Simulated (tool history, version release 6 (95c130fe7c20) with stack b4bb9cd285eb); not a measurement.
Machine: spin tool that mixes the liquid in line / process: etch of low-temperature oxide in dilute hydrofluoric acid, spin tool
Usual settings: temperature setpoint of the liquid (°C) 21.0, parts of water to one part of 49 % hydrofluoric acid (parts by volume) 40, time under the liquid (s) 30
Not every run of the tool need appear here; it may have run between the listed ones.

| run | hour | temperature setpoint of the liquid (°C) | parts of water to one part of 49 % hydrofluoric acid (parts by volume) | time under the liquid (s) | wafers since the last listed run | hours since the thermometer was replaced | hours since the hydrofluoric acid flow meter was replaced | hours since the gauge calibration | read-back film thickness of the low-temperature oxide reference wafer, read on the same gauge (nm) | thickness taken off the low-temperature oxide on a monitor wafer (angstrom) |
|---|---|---|---|---|---|---|---|---|---|---|
| 1 | 0.0 | 19.0 | 35 | 30 | 0 | 855.0 | 831.7 | 3026.9 | 80.01 | 186.5 |
| 2 | 78.6 | 19.0 | 35 | 30 | 781 | 933.6 | 910.3 | 3105.5 | 80.01 | 187.0 |
| 3 | 127.4 | 19.0 | 35 | 30 | 485 | 982.4 | 959.1 | 3154.3 | 80.02 | 185.9 |
| 4 | 202.6 | 21.0 | 40 | 40 | 748 | 1057.6 | 1034.3 | 3229.5 | 79.99 | 241.0 |
| 5 | 283.8 | 21.0 | 40 | 30 | 807 | 1138.8 | 1115.5 | 3310.7 | 80.00 | 179.1 |
| 6 | 391.7 | 21.0 | 40 | 30 | 1073 | 1246.7 | 1223.4 | 3418.6 | 80.02 | 179.7 |
|  | 428.9 | thermometer replaced |
| 7 | 443.8 | 21.0 | 50 | 30 | 508 | 14.9 | 1275.5 | 3470.7 | 80.00 | 141.1 |
| 8 | 484.5 | 21.0 | 40 | 35 | 404 | 55.6 | 1316.2 | 3511.4 | 79.99 | 212.9 |
| 9 | 568.8 | 22.0 | 40 | 30 | 838 | 139.9 | 1400.5 | 3595.7 | 80.00 | 188.3 |
| 10 | 653.9 | 22.0 | 40 | 30 | 846 | 225.0 | 1485.6 | 3680.8 | 80.00 | 187.4 |
| 11 | 753.6 | 22.0 | 40 | 30 | 991 | 324.7 | 1585.3 | 3780.5 | 79.99 | 190.2 |
| 12 | 836.7 | 24.0 | 25 | 15 | 826 | 407.8 | 1668.4 | 3863.6 | 80.00 | 164.6 |
| 13 | 898.3 | 22.5 | 60 | 30 | 612 | 469.4 | 1730.0 | 3925.2 | 80.00 | 123.1 |
| 14 | 1001.2 | 21.0 | 35 | 30 | 1023 | 572.3 | 1832.9 | 4028.1 | 80.00 | 208.3 |
| 15 | 1058.1 | 24.5 | 40 | 30 | 566 | 629.2 | 1889.8 | 4085.0 | 79.98 | 207.3 |
| 16 | 1164.3 | 21.0 | 35 | 30 | 1056 | 735.4 | 1996.0 | 4191.2 | 79.99 | 207.8 |
| 17 | 1269.3 | 23.5 | 55 | 50 | 1044 | 840.4 | 2101.0 | 4296.2 | 79.99 | 242.8 |
| 18 | 1325.1 | 21.0 | 40 | 30 | 555 | 896.2 | 2156.8 | 4352.0 | 80.01 | 180.2 |
|  | 1376.9 | gauge calibrated |
|  | 1393.3 | hydrofluoric acid flow meter replaced |
| 19 | 1641.6 | 21.0 | 40 | 30 | 3138 | 1212.7 | 248.3 | 264.7 | 80.00 | 176.6 |
| 20 | 1738.2 | 18.5 | 55 | 35 | 961 | 1309.3 | 344.9 | 361.3 | 80.00 | 131.6 |
|  | 1871.3 | thermometer replaced |
| 21 | 1927.9 | 21.0 | 40 | 30 | 1877 | 56.6 | 534.6 | 551.0 | 79.98 | 175.2 |
| 22 | 1968.5 | 18.0 | 30 | 35 | 403 | 97.2 | 575.2 | 591.6 | 80.00 | 245.3 |
| 23 | 2061.3 | 17.5 | 50 | 40 | 923 | 190.0 | 668.0 | 684.4 | 80.00 | 161.6 |
| 24 | 2129.9 | 23.5 | 55 | 40 | 682 | 258.6 | 736.6 | 753.0 | 79.99 | 189.1 |
| 25 | 2206.5 | 19.0 | 50 | 30 | 762 | 335.2 | 813.2 | 829.6 | 80.00 | 128.7 |
| 26 | 2251.4 | 24.5 | 30 | 20 | 446 | 380.1 | 858.1 | 874.5 | 80.01 | 183.7 |
| 27 | 2334.8 | 25.5 | 35 | 15 | 829 | 463.5 | 941.5 | 957.9 | 80.00 | 124.2 |
| 28 | 2440.1 | 21.0 | 40 | 30 | 1047 | 568.8 | 1046.8 | 1063.2 | 80.00 | 181.2 |
| 29 | 2510.5 | 24.5 | 45 | 20 | 700 | 639.2 | 1117.2 | 1133.6 | 80.00 | 121.7 |
| 30 | 2558.5 | 21.0 | 60 | 30 | 477 | 687.2 | 1165.2 | 1181.6 | 80.01 | 117.2 |
| 31 | 2602.0 | 21.0 | 40 | 30 | 432 | 730.7 | 1208.7 | 1225.1 | 80.01 | 178.5 |

State the hidden condition of the tool at each of the runs:
liquid colder than its thermometer reads (K): 0 at every run
gauge reads high (%): 0 at every run
H1: hydrofluoric acid flow above the setpoint (%)
| run | H1 |
|---|---|
| 1 | 2.23 |
| 2 | 2.39 |
| 3 | 2.5 |
| 4 | 2.65 |
| 5 | 2.83 |
| 6 | 3.06 |
| 7 | 3.17 |
| 8 | 3.25 |
| 9 | 3.43 |
| 10 | 3.61 |
| 11 | 3.82 |
| 12 | 4 |
| 13 | 4.13 |
| 14 | 4.35 |
| 15 | 4.47 |
| 16 | 4.69 |
| 17 | 4.92 |
| 18 | 5.03 |
| 19 | 1.62 |
| 20 | 1.82 |
| 21 | 2.22 |
| 22 | 2.31 |
| 23 | 2.51 |
| 24 | 2.65 |
| 25 | 2.81 |
| 26 | 2.91 |
| 27 | 3.08 |
| 28 | 3.31 |
| 29 | 3.46 |
| 30 | 3.56 |
| 31 | 3.65 |
